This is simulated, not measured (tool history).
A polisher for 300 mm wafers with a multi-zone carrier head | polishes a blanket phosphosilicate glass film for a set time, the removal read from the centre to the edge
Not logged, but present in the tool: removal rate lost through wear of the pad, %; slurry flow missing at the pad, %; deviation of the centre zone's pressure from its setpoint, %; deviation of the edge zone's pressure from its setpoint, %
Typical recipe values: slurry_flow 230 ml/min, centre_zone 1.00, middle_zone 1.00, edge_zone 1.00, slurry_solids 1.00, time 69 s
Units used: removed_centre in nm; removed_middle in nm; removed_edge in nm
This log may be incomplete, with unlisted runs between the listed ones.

run	hour	slurry_flow	centre_zone	middle_zone	edge_zone	slurry_solids	time	wafers since the last listed run	wafers polished on this pad	hours since the slurry nozzle was cleaned	hours since the centre zone pressure was calibrated	hours since the edge zone pressure was calibrated	hours since the carrier head's membrane was replaced	incoming thickness of the incoming film, nm	removed_centre	removed_middle	removed_edge
1	0.0	230	0.96	1.00	1.00	1.00	69	0	1106	265.5	654.3	673.2	38.9	2282.4	431.0	446.1	448.1
# hour 6.6: worn pad replaced by a new one
2	10.8	230	1.00	1.00	1.00	1.00	69	53	32	276.3	665.1	684.0	49.7	2299.7	448.7	450.6	437.8
3	26.5	230	1.00	1.00	1.00	1.00	69	122	154	292.0	680.8	699.7	65.4	2307.8	444.7	442.4	450.9
4	38.1	230	1.00	1.00	1.00	1.00	69	90	245	303.6	692.4	711.3	77.0	2311.2	437.2	450.2	425.7
5	45.8	190	1.00	0.97	0.92	0.90	69	60	305	311.3	700.1	719.0	84.7	2300.2	402.9	402.5	383.9
6	57.8	230	1.00	1.00	1.00	1.00	69	93	398	323.3	712.1	731.0	96.7	2276.5	434.8	453.0	428.1
7	64.4	290	1.00	1.00	0.91	1.00	69	51	450	329.9	718.7	737.6	103.3	2280.3	461.5	467.4	437.2
8	79.5	230	1.05	0.89	0.96	1.00	69	117	568	345.0	733.8	752.7	118.4	2260.2	450.3	401.1	422.3
# hour 85.0: slurry nozzle cleaned
9	88.3	230	1.00	1.00	1.00	1.00	52	60	628	3.3	742.6	761.5	127.2	2263.3	342.3	340.2	329.8
10	103.2	230	1.00	1.00	1.00	1.00	69	116	745	18.2	757.5	776.4	142.1	2273.0	453.2	443.1	448.0
11	111.4	230	1.00	1.00	1.00	0.80	69	63	809	26.4	765.7	784.6	150.3	2293.1	404.6	389.7	384.5
12	118.3	230	0.96	1.00	1.00	0.75	58	53	862	33.3	772.6	791.5	157.2	2309.5	314.3	322.9	307.5
# hour 123.9: centre zone pressure recalibrated
# hour 131.0: worn pad replaced by a new one
13	131.5	230	1.00	1.00	1.00	1.15	59	56	3	46.5	7.6	804.7	170.4	2256.0	417.5	420.8	407.7
# hour 135.4: edge zone pressure recalibrated
14	135.9	230	1.00	1.00	1.00	1.00	69	18	22	50.9	12.0	0.5	174.8	2322.9	461.5	458.2	445.6
15	183.6	230	0.95	0.89	1.09	1.20	69	371	394	98.6	59.7	48.2	222.5	2253.9	478.5	451.5	494.4
16	193.5	230	1.04	1.00	1.00	0.80	69	77	471	108.5	69.6	58.1	232.4	2333.9	414.1	398.6	391.0
17	200.4	305	1.06	1.00	1.00	1.00	69	53	525	115.4	76.5	65.0	239.3	2281.9	494.1	468.8	448.3

The next listed run, before its measurement:
18	213.4	230	1.00	1.00	1.00	1.10	69	101	626	128.4	89.5	78.0	252.3	2280.4	?	?	?

{"run 18": {"removed_centre": 477.5, "removed_middle": 476.3, "removed_edge": 471.0}}
Had the tool carried no hidden state, the very same run would have given removed_centre 481.0 nm, removed_middle 479.4 nm, removed_edge 473.3 nm.
